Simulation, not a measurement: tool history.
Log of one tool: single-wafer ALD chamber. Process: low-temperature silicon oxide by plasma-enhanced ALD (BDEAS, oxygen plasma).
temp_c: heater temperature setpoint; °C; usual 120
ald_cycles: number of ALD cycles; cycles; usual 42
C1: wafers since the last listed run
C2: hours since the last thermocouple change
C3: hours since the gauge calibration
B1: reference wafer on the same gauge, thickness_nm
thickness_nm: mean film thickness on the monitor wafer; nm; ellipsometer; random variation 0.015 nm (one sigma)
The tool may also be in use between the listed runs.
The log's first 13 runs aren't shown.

Run 14, hour 1385.4: usual settings; C1 771; C2 2050.7; C3 2088.3; B1 4.990. Result: thickness_nm 5.847 nm.
Run 15, hour 1462.2: usual settings; C1 602; C2 2127.5; C3 2165.1; B1 4.989. Result: thickness_nm 5.836 nm.
At hour 1476.1: thermocouple changed; heater temperature recalibrated.
At hour 1521.8: gauge calibrated.
Run 16, hour 1569.2: usual settings; C1 776; C2 93.1; C3 47.4; B1 4.987. Result: thickness_nm 5.839 nm.
Run 17, hour 1638.0: usual settings but ald_cycles 40 cycles; C1 539; C2 161.9; C3 116.2; B1 4.994. Result: thickness_nm 5.532 nm.
Run 18, hour 1716.4: usual settings but temp_c 134 °C, ald_cycles 47 cycles; C1 614; C2 240.3; C3 194.6; B1 4.996. Result: thickness_nm 6.358 nm.
Run 19, hour 1812.2: usual settings but ald_cycles 36 cycles; C1 750; C2 336.1; C3 290.4; B1 4.991. Result: thickness_nm 4.968 nm.
At hour 1952.2: thermocouple changed; heater temperature recalibrated, repeated, since the last time left the tool worse.
Run 20, hour 1958.0: usual settings but temp_c 132 °C, ald_cycles 47 cycles; C1 1080; C2 5.8; C3 436.2; B1 4.989. Result: thickness_nm 6.418 nm.
Run 21, hour 2050.9: usual settings; C1 728; C2 98.7; C3 529.1; B1 4.990. Result: thickness_nm 5.887 nm.
Run 22, hour 2106.7: usual settings but temp_c 129 °C, ald_cycles 34 cycles; C1 437; C2 154.5; C3 584.9; B1 4.986. Result: thickness_nm 4.680 nm.
Run 23, hour 2154.2: usual settings but temp_c 114 °C; C1 372; C2 202.0; C3 632.4; B1 4.992. Result: thickness_nm 5.940 nm.
Run 24, hour 2260.3: usual settings but temp_c 115 °C, ald_cycles 37 cycles; C1 831; C2 308.1; C3 738.5; B1 4.994. Result: thickness_nm 5.216 nm.
Run 25, hour 2312.7: usual settings but ald_cycles 44 cycles; C1 410; C2 360.5; C3 790.9; B1 4.990. Result: thickness_nm 6.142 nm.
Run 26, hour 2402.6: usual settings but temp_c 124 °C, ald_cycles 37 cycles; C1 704; C2 450.4; C3 880.8; B1 4.991. Result: thickness_nm 5.128 nm.
Run 27, hour 2469.4: usual settings; C1 523; C2 517.2; C3 947.6; B1 4.990. Result: thickness_nm 5.864 nm.
Run 28, hour 2567.7: usual settings; C1 770; C2 615.5; C3 1045.9; B1 4.981. Result: thickness_nm 5.867 nm.
Run 29, hour 2656.1: usual settings; C1 692; C2 703.9; C3 1134.3; B1 4.993. Result: thickness_nm 5.873 nm.
Run 30, hour 2727.1: usual settings but temp_c 128 °C, ald_cycles 45 cycles; C1 556; C2 774.9; C3 1205.3; B1 4.991. Result: thickness_nm 6.216 nm.
Run 31, hour 2798.7: usual settings; C1 561; C2 846.5; C3 1276.9; B1 4.989. Result: thickness_nm 5.857 nm.
Run 32, hour 2842.1: usual settings but temp_c 116 °C, ald_cycles 39 cycles; C1 340; C2 889.9; C3 1320.3; B1 4.990. Result: thickness_nm 5.493 nm.

Run 33 comes next. What will it give?
Run 33, hour 2879.5: usual settings; C1 293; C2 927.3; C3 1357.7; B1 ?. Result: thickness_nm ?.

Run 33 gave B1 4.996, thickness_nm 5.866 nm.
Without the tool's hidden state the same run would have given thickness_nm 5.881 nm.
